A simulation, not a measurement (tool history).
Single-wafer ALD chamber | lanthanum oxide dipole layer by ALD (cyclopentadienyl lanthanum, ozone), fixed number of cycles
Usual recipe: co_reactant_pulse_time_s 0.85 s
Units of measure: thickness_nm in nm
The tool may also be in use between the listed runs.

run	day	co_reactant_pulse_time_s	read-back reference wafer on the same gauge, thickness_nm	thickness_nm
1	0.000	0.73	0.532	0.461
2	1.296	0.73	0.534	0.462
3	1.925	0.73	0.533	0.465
4	3.329	0.85	0.532	0.482
5	3.950	0.85	0.533	0.486
# day 5.175: thermocouple changed; heater temperature recalibrated
6	5.283	0.74	0.532	0.465
7	5.879	0.74	0.532	0.462
# day 6.596: ozone generator serviced
8	6.617	0.74	0.532	0.466
9	7.046	0.85	0.532	0.488
# day 7.671: showerhead replaced
10	7.762	0.58	0.532	0.424
11	8.592	0.55	0.532	0.414
# day 9.425: gauge calibrated
12	11.346	1.07	0.531	0.519
13	12.283	1.03	0.530	0.514
14	12.829	0.73	0.532	0.462
15	13.888	1.06	0.532	0.520
16	15.246	0.75	0.531	0.463

Alternative continuations, all from the tool just after run 16; predict every row:
A	15.262	0.85	?	?
B	15.262	0.68	?	?
C	15.262	1.11	?	?

run	read-back reference wafer on the same gauge, thickness_nm	thickness_nm
A	0.530	0.484
B	0.530	0.447
C	0.530	0.522
Had the tool no hidden state, the same runs would have come out as:
run	thickness_nm
A	0.484
B	0.447
C	0.522
